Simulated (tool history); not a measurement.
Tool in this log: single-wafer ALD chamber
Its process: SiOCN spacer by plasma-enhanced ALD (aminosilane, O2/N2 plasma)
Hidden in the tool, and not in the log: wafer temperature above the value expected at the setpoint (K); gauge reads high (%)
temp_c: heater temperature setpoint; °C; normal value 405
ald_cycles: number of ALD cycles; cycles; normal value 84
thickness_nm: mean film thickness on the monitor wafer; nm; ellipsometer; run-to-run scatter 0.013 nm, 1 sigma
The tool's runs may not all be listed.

| run | day | temp_c | ald_cycles | wafers since the last listed run | hours since the last thermocouple change | hours since the gauge calibration | read-back reference wafer on the same gauge, thickness_nm | thickness_nm |
|---|---|---|---|---|---|---|---|---|
| 1 | 0 | 405 | 84 | 0 | 1783.7 | 259 | 5.615 | 4.936 |
| 2 | 2.467 | 405 | 84 | 161 | 1842.9 | 318.2 | 5.608 | 4.956 |
| 3 | 5.392 | 405 | 84 | 191 | 1913.1 | 388.4 | 5.612 | 4.914 |
| 4 | 8.112 | 405 | 84 | 178 | 1978.4 | 453.7 | 5.61 | 4.909 |
| 5 | 11.025 | 405 | 84 | 190 | 2048.3 | 523.6 | 5.606 | 4.932 |
| 6 | 12.75 | 405 | 84 | 113 | 2089.7 | 565 | 5.603 | 4.921 |
| 7 | 15.358 | 405 | 84 | 170 | 2152.3 | 627.6 | 5.608 | 4.908 |
| 8 | 17.15 | 405 | 88 | 117 | 2195.3 | 670.6 | 5.614 | 5.167 |
| 9 | 19.662 | 405 | 88 | 164 | 2255.6 | 730.9 | 5.608 | 5.135 |
| 10 | 22.296 | 405 | 91 | 172 | 2318.8 | 794.1 | 5.605 | 5.325 |
| 11 | 24.417 | 405 | 91 | 139 | 2369.7 | 845 | 5.606 | 5.314 |
| 12 | 25.458 | 405 | 96 | 68 | 2394.7 | 870 | 5.609 | 5.626 |
| 13 | 28.046 | 405 | 84 | 169 | 2456.8 | 932.1 | 5.61 | 4.913 |
| 14 | 29.346 | 405 | 84 | 85 | 2488 | 963.3 | 5.609 | 4.912 |
| 15 | 30.492 | 405 | 84 | 75 | 2515.5 | 990.8 | 5.605 | 4.917 |
| 16 | 31.712 | 399 | 84 | 80 | 2544.8 | 1020.1 | 5.614 | 5.003 |
|  | 31.746 | gauge calibrated |
|  | 32.462 | thermocouple changed; heater temperature recalibrated |
| 17 | 33.108 | 411 | 74 | 69 | 15.5 | 32.7 | 5.616 | 4.326 |
| 18 | 36 | 405 | 84 | 189 | 84.9 | 102.1 | 5.61 | 4.998 |
| 19 | 38.696 | 399 | 73 | 176 | 149.6 | 166.8 | 5.616 | 4.403 |
| 20 | 39.812 | 400 | 76 | 73 | 176.4 | 193.6 | 5.607 | 4.586 |
| 21 | 42.075 | 405 | 84 | 148 | 230.7 | 247.9 | 5.611 | 5.011 |
| 22 | 43.45 | 392 | 84 | 90 | 263.7 | 280.9 | 5.611 | 5.063 |
| 23 | 45.104 | 397 | 89 | 108 | 303.4 | 320.6 | 5.609 | 5.4 |
| 24 | 46.55 | 390 | 70 | 94 | 338.1 | 355.3 | 5.605 | 4.224 |
| 25 | 48.362 | 405 | 84 | 118 | 381.6 | 398.8 | 5.604 | 4.985 |
| 26 | 50.508 | 397 | 84 | 140 | 433.1 | 450.3 | 5.617 | 5.076 |
| 27 | 52.208 | 418 | 91 | 111 | 473.9 | 491.1 | 5.61 | 5.181 |
| 28 | 53.417 | 405 | 84 | 79 | 502.9 | 520.1 | 5.61 | 4.999 |
| 29 | 54.517 | 405 | 84 | 72 | 529.3 | 546.5 | 5.61 | 4.998 |
| 30 | 55.892 | 396 | 67 | 90 | 562.3 | 579.5 | 5.613 | 4.06 |

5 options for the next run, each taken on its own from the tool as it stands now. Forecast them:
| A | 55.917 | 405 | 67 | 1 | 562.9 | 580.1 | ? | ? |
| B | 55.917 | 391 | 78 | 1 | 562.9 | 580.1 | ? | ? |
| C | 55.917 | 398 | 72 | 1 | 562.9 | 580.1 | ? | ? |
| D | 55.917 | 412 | 78 | 1 | 562.9 | 580.1 | ? | ? |
| E | 55.917 | 397 | 98 | 1 | 562.9 | 580.1 | ? | ? |

| run | read-back reference wafer on the same gauge, thickness_nm | thickness_nm |
|---|---|---|
| A | 5.612 | 3.969 |
| B | 5.612 | 4.71 |
| C | 5.612 | 4.347 |
| D | 5.612 | 4.513 |
| E | 5.612 | 5.917 |
Had the tool no hidden state, the same runs would have come out as:
| run | thickness_nm |
|---|---|
| A | 3.985 |
| B | 4.71 |
| C | 4.347 |
| D | 4.532 |
| E | 5.917 |
